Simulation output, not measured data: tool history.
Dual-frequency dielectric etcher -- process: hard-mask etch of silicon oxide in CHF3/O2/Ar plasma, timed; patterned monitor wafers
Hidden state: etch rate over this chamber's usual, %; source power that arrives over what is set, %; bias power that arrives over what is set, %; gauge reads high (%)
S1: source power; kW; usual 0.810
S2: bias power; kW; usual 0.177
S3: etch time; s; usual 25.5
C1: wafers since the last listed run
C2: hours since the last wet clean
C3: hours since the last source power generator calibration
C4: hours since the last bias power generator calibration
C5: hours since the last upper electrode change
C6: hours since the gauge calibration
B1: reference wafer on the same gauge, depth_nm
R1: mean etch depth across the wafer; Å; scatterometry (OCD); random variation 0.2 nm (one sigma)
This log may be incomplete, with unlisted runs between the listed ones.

Run 1, hour 0.0: usual settings; C1 0; C2 332.0; C3 1396.1; C4 1645.3; C5 3044.9; C6 159.8; B1 63.4. Result: R1 569 Å.
Run 2, hour 7.4: usual settings; C1 150; C2 339.4; C3 1403.5; C4 1652.7; C5 3052.3; C6 167.2; B1 63.5. Result: R1 568 Å.
Run 3, hour 15.0: usual settings; C1 154; C2 347.0; C3 1411.1; C4 1660.3; C5 3059.9; C6 174.8; B1 63.4. Result: R1 565 Å.
Run 4, hour 25.1: usual settings; C1 204; C2 357.1; C3 1421.2; C4 1670.4; C5 3070.0; C6 184.9; B1 63.5. Result: R1 567 Å.
Run 5, hour 39.7: usual settings; C1 296; C2 371.7; C3 1435.8; C4 1685.0; C5 3084.6; C6 199.5; B1 63.6. Result: R1 569 Å.
Run 6, hour 46.2: usual settings; C1 131; C2 378.2; C3 1442.3; C4 1691.5; C5 3091.1; C6 206.0; B1 63.4. Result: R1 572 Å.
Run 7, hour 57.5: usual settings; C1 229; C2 389.5; C3 1453.6; C4 1702.8; C5 3102.4; C6 217.3; B1 63.5. Result: R1 571 Å.
At hour 86.0: upper electrode replaced.
Run 8, hour 86.5: usual settings but S1 0.760 kW; C1 101; C2 418.5; C3 1482.6; C4 1731.8; C5 0.5; C6 246.3; B1 63.5. Result: R1 564 Å.
Run 9, hour 86.8: usual settings but S1 0.760 kW; C1 6; C2 418.8; C3 1482.9; C4 1732.1; C5 0.8; C6 246.6; B1 63.5. Result: R1 564 Å.
Run 10, hour 87.1: usual settings but S1 0.760 kW; C1 6; C2 419.1; C3 1483.2; C4 1732.4; C5 1.1; C6 246.9; B1 63.6. Result: R1 563 Å.
Run 11, hour 93.4: usual settings but S2 0.197 kW; C1 127; C2 425.4; C3 1489.5; C4 1738.7; C5 7.4; C6 253.2; B1 63.4. Result: R1 601 Å.
At hour 104.1: source power generator calibrated.
Run 12, hour 104.6: usual settings; C1 146; C2 436.6; C3 0.5; C4 1749.9; C5 18.6; C6 264.4; B1 63.6. Result: R1 571 Å.
Run 13, hour 109.5: usual settings but S3 18.0 s; C1 99; C2 441.5; C3 5.4; C4 1754.8; C5 23.5; C6 269.3; B1 63.6. Result: R1 405 Å.
At hour 121.4: bias power generator calibrated.
Run 14, hour 121.9: usual settings; C1 170; C2 453.9; C3 17.8; C4 0.5; C5 35.9; C6 281.7; B1 63.6. Result: R1 572 Å.
Run 15, hour 135.7: usual settings but S1 0.760 kW, S2 0.214 kW, S3 18.5 s; C1 280; C2 467.7; C3 31.6; C4 14.3; C5 49.7; C6 295.5; B1 63.4. Result: R1 449 Å.
At hour 147.8: gauge calibrated.
Run 16, hour 150.3: usual settings; C1 296; C2 482.3; C3 46.2; C4 28.9; C5 64.3; C6 2.5; B1 63.5. Result: R1 573 Å.
Run 17, hour 161.0: usual settings but S1 0.710 kW, S2 0.153 kW, S3 30.0 s; C1 217; C2 493.0; C3 56.9; C4 39.6; C5 75.0; C6 13.2; B1 63.5. Result: R1 603 Å.
At hour 186.4: wet clean of the chamber.
Run 18, hour 186.9: usual settings; C1 38; C2 0.5; C3 82.8; C4 65.5; C5 100.9; C6 39.1; B1 63.4. Result: R1 555 Å.
Run 19, hour 191.4: usual settings but S1 0.970 kW; C1 91; C2 5.0; C3 87.3; C4 70.0; C5 105.4; C6 43.6; B1 63.5. Result: R1 581 Å.
Run 20, hour 199.9: usual settings but S1 0.940 kW, S2 0.204 kW, S3 23.0 s; C1 172; C2 13.5; C3 95.8; C4 78.5; C5 113.9; C6 52.1; B1 63.5. Result: R1 561 Å.
Run 21, hour 207.1: usual settings but S1 0.970 kW; C1 146; C2 20.7; C3 103.0; C4 85.7; C5 121.1; C6 59.3; B1 63.5. Result: R1 586 Å.
Run 22, hour 213.5: usual settings but S1 0.910 kW, S2 0.196 kW, S3 27.5 s; C1 129; C2 27.1; C3 109.4; C4 92.1; C5 127.5; C6 65.7; B1 63.5. Result: R1 653 Å.
Run 23, hour 227.6: usual settings but S1 1.000 kW, S2 0.152 kW, S3 32.5 s; C1 286; C2 41.2; C3 123.5; C4 106.2; C5 141.6; C6 79.8; B1 63.5. Result: R1 691 Å.
Run 24, hour 239.8: usual settings but S1 0.670 kW, S2 0.135 kW; C1 247; C2 53.4; C3 135.7; C4 118.4; C5 153.8; C6 92.0; B1 63.4. Result: R1 458 Å.

5 ways to go on from here, each from the tool as it stands after run 24. What would each give?
Run A, hour 240.2: usual settings but S2 0.143 kW; C1 8; C2 53.8; C3 136.1; C4 118.8; C5 154.2; C6 92.4; B1 ?. Result: R1 ?.
Run B, hour 240.2: usual settings but S3 19.0 s; C1 8; C2 53.8; C3 136.1; C4 118.8; C5 154.2; C6 92.4; B1 ?. Result: R1 ?.
Run C, hour 240.2: usual settings but S1 0.910 kW, S2 0.213 kW; C1 8; C2 53.8; C3 136.1; C4 118.8; C5 154.2; C6 92.4; B1 ?. Result: R1 ?.
Run D, hour 240.2: usual settings but S2 0.189 kW; C1 8; C2 53.8; C3 136.1; C4 118.8; C5 154.2; C6 92.4; B1 ?. Result: R1 ?.
Run E, hour 240.2: usual settings but S2 0.147 kW, S3 27.5 s; C1 8; C2 53.8; C3 136.1; C4 118.8; C5 154.2; C6 92.4; B1 ?. Result: R1 ?.

run    B1   R1
  A  63.5  496
  B  63.5  415
  C  63.5  630
  D  63.5  576
  E  63.5  543
Take away the tool's hidden state, keep each run's random variation, and the runs would have read:
run   R1
  A  494
  B  413
  C  628
  D  574
  E  541
